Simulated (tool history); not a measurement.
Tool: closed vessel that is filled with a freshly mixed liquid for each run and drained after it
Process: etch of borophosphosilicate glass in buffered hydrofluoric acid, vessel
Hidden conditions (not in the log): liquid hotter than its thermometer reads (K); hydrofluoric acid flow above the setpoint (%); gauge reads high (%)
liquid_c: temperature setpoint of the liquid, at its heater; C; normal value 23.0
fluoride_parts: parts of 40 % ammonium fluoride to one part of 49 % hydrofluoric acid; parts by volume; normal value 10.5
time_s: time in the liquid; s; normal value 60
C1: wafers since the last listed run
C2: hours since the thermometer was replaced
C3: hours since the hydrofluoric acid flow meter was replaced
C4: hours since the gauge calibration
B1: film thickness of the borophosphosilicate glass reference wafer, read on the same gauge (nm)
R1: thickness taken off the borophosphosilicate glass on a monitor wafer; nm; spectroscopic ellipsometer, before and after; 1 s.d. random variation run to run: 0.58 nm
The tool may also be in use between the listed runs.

Run 1, hour 0.0: usual settings but fluoride_parts 8.0 parts by volume, time_s 50 s; C1 0; C2 2343.0; C3 749.8; C4 419.5; B1 130.00. Result: R1 101.45 nm.
Run 2, hour 107.8: usual settings but fluoride_parts 8.0 parts by volume, time_s 50 s; C1 11025; C2 2450.8; C3 857.6; C4 527.3; B1 129.97. Result: R1 101.56 nm.
Run 3, hour 197.9: usual settings; C1 9215; C2 2540.9; C3 947.7; C4 617.4; B1 130.00. Result: R1 95.41 nm.
Run 4, hour 260.9: usual settings; C1 6443; C2 2603.9; C3 1010.7; C4 680.4; B1 130.02. Result: R1 96.09 nm.
At hour 524.8: hydrofluoric acid flow meter replaced.
Run 5, hour 539.1: usual settings; C1 28350; C2 2882.1; C3 14.3; C4 958.6; B1 130.00. Result: R1 96.40 nm.
At hour 567.8: thermometer replaced.
Run 6, hour 638.9: usual settings; C1 10104; C2 71.1; C3 114.1; C4 1058.4; B1 129.97. Result: R1 96.15 nm.
At hour 650.5: gauge calibrated.
Run 7, hour 731.0: usual settings; C1 9419; C2 163.2; C3 206.2; C4 80.5; B1 129.99. Result: R1 96.35 nm.
Run 8, hour 812.2: usual settings; C1 8304; C2 244.4; C3 287.4; C4 161.7; B1 129.98. Result: R1 96.18 nm.
Run 9, hour 902.6: usual settings but liquid_c 24.5 C; C1 9245; C2 334.8; C3 377.8; C4 252.1; B1 130.02. Result: R1 104.66 nm.
Run 10, hour 953.1: usual settings but fluoride_parts 11.5 parts by volume, time_s 30 s; C1 5164; C2 385.3; C3 428.3; C4 302.6; B1 130.00. Result: R1 44.02 nm.
Run 11, hour 1026.5: usual settings but liquid_c 28.0 C, time_s 80 s; C1 7507; C2 458.7; C3 501.7; C4 376.0; B1 129.99. Result: R1 167.23 nm.
Run 12, hour 1095.2: usual settings but liquid_c 25.5 C, time_s 95 s; C1 7026; C2 527.4; C3 570.4; C4 444.7; B1 130.05. Result: R1 174.77 nm.
Run 13, hour 1136.9: usual settings but liquid_c 25.5 C, fluoride_parts 8.0 parts by volume, time_s 85 s; C1 4264; C2 569.1; C3 612.1; C4 486.4; B1 129.98. Result: R1 199.53 nm.
Run 14, hour 1187.3: usual settings but liquid_c 26.5 C; C1 5154; C2 619.5; C3 662.5; C4 536.8; B1 130.00. Result: R1 115.88 nm.
Run 15, hour 1278.6: usual settings but liquid_c 20.5 C, time_s 80 s; C1 9337; C2 710.8; C3 753.8; C4 628.1; B1 129.95. Result: R1 111.62 nm.
Run 16, hour 1328.0: usual settings but liquid_c 26.0 C, fluoride_parts 14.0 parts by volume, time_s 90 s; C1 5052; C2 760.2; C3 803.2; C4 677.5; B1 130.00. Result: R1 127.03 nm.
Run 17, hour 1417.9: usual settings; C1 9194; C2 850.1; C3 893.1; C4 767.4; B1 130.00. Result: R1 95.50 nm.

What will run 18 give?
Run 18, hour 1487.6: usual settings but fluoride_parts 8.5 parts by volume; C1 7128; C2 919.8; C3 962.8; C4 837.1; B1 ?. Result: R1 ?.

{"run 18": {"B1": 129.98, "R1": 114.5}}
The same run, on a tool lacking any hidden state, would have yielded R1 114.50 nm.

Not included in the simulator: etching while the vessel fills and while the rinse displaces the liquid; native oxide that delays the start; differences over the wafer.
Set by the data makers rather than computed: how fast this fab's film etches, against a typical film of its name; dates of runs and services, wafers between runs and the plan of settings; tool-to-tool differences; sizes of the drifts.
